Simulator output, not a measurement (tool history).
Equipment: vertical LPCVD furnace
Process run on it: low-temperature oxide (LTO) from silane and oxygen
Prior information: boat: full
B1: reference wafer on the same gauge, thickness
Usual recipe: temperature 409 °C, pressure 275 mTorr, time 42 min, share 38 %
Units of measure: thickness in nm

Run 1, hour 0: usual settings; B1 613.13. Result: thickness 557.04 nm.
Run 2, hour 68: usual settings; B1 612.74. Result: thickness 552.49 nm.
Run 3, hour 109.1: usual settings but temperature 416 °C; B1 613.38. Result: thickness 597.76 nm.
Run 4, hour 158.2: usual settings but temperature 415 °C; B1 612.97. Result: thickness 592.38 nm.
Run 5, hour 198.1: usual settings but temperature 415 °C; B1 613.21. Result: thickness 589.95 nm.
Run 6, hour 268.9: usual settings but temperature 415 °C; B1 613.31. Result: thickness 591.53 nm.
Run 7, hour 303.3: usual settings; B1 613.36. Result: thickness 551.95 nm.
Run 8, hour 357.5: usual settings; B1 613.15. Result: thickness 557.43 nm.
At hour 382.5: pressure gauge zeroed.
At hour 386: thermocouples replaced and temperature profile calibrated.
Run 9, hour 399.2: usual settings; B1 613.17. Result: thickness 577.65 nm.
At hour 447.5: silane flow controller replaced.
Run 10, hour 465: usual settings; B1 613.11. Result: thickness 554.61 nm.
Run 11, hour 513.9: usual settings; B1 612.85. Result: thickness 553.09 nm.
Run 12, hour 553.1: usual settings; B1 613.38. Result: thickness 553.8 nm.
Run 13, hour 582.4: usual settings; B1 612.67. Result: thickness 550.46 nm.
At hour 637: gauge calibrated.
Run 14, hour 652.8: usual settings; B1 613.76. Result: thickness 551.2 nm.
Run 15, hour 684.7: usual settings but temperature 417 °C; B1 613.09. Result: thickness 600.06 nm.
Run 16, hour 791.1: usual settings but temperature 403 °C; B1 612.43. Result: thickness 519.23 nm.
Run 17, hour 820: usual settings but temperature 406 °C, pressure 230 mTorr; B1 612.62. Result: thickness 445.4 nm.
Run 18, hour 859.4: usual settings; B1 613.83. Result: thickness 550.53 nm.
Run 19, hour 927.3: usual settings but pressure 335 mTorr, time 26 min, share 34 %; B1 612.83. Result: thickness 360.7 nm.
Run 20, hour 979.5: usual settings but temperature 398 °C, pressure 340 mTorr, time 52.5 min, share 34 %; B1 612.59. Result: thickness 650.37 nm.
Run 21, hour 1048.1: usual settings but time 26.5 min; B1 613.27. Result: thickness 348.42 nm.
Run 22, hour 1078.6: usual settings but temperature 414 °C; B1 613.42. Result: thickness 579.08 nm.
Run 23, hour 1106.9: usual settings but time 57.5 min, share 42 %; B1 613.37. Result: thickness 844.04 nm.
Run 24, hour 1216.1: usual settings; B1 613.94. Result: thickness 547.57 nm.
Run 25, hour 1242.9: usual settings but temperature 405 °C, pressure 340 mTorr, time 31 min; B1 612.92. Result: thickness 479.66 nm.
Run 26, hour 1296.6: usual settings; B1 613.24. Result: thickness 547.65 nm.
Run 27, hour 1334.8: usual settings; B1 612.79. Result: thickness 547.1 nm.
Run 28, hour 1373.1: usual settings but temperature 416 °C, pressure 215 mTorr, time 35 min, share 45 %; B1 612.72. Result: thickness 457.31 nm.
Run 29, hour 1404.2: usual settings but pressure 230 mTorr, time 36 min, share 32 %; B1 612.52. Result: thickness 312.18 nm.
Run 30, hour 1539.2: usual settings but time 32.5 min; B1 612.9. Result: thickness 421.83 nm.
Run 31, hour 1587.8: usual settings; B1 613.39. Result: thickness 546.87 nm.

A few steps of thickness between consecutive runs. Split each: what settings, incoming material and random variation would produce without the hidden state, and what is left over for the hidden state, along with gauge scatter present in only one of the two compared results (measured, and without hidden state):
The hidden state here: true tube temperature minus thermocouple reading, K; true pressure minus gauge reading, mTorr; deviation of the silane flow from its setpoint, %; gauge reads high (%).
Run 8 -> 9: pressure gauge zeroed, thermocouples replaced and temperature profile calibrated. thickness +20.22 nm: hidden state +27.91, all else -7.69.
Run 9 -> 10: silane flow controller replaced. thickness -23.04 nm: hidden state -28.45, all else +5.41.
Run 19 -> 20: temperature 409 -> 398, pressure 335 -> 340, time 26 -> 52.5. thickness +289.67 nm: hidden state -1.55, all else +291.22.
Run 20 -> 21: temperature 398 -> 409, pressure 340 -> 275, time 52.5 -> 26.5, share 34 -> 38. thickness -301.95 nm: hidden state +0.24, all else -302.19.
Run 23 -> 24: time 57.5 -> 42, share 42 -> 38. thickness -296.47 nm: hidden state +2.64, all else -299.11.
Run 28 -> 29: temperature 416 -> 409, pressure 215 -> 230, time 35 -> 36, share 45 -> 32. thickness -145.13 nm: hidden state +3.74, all else -148.87.
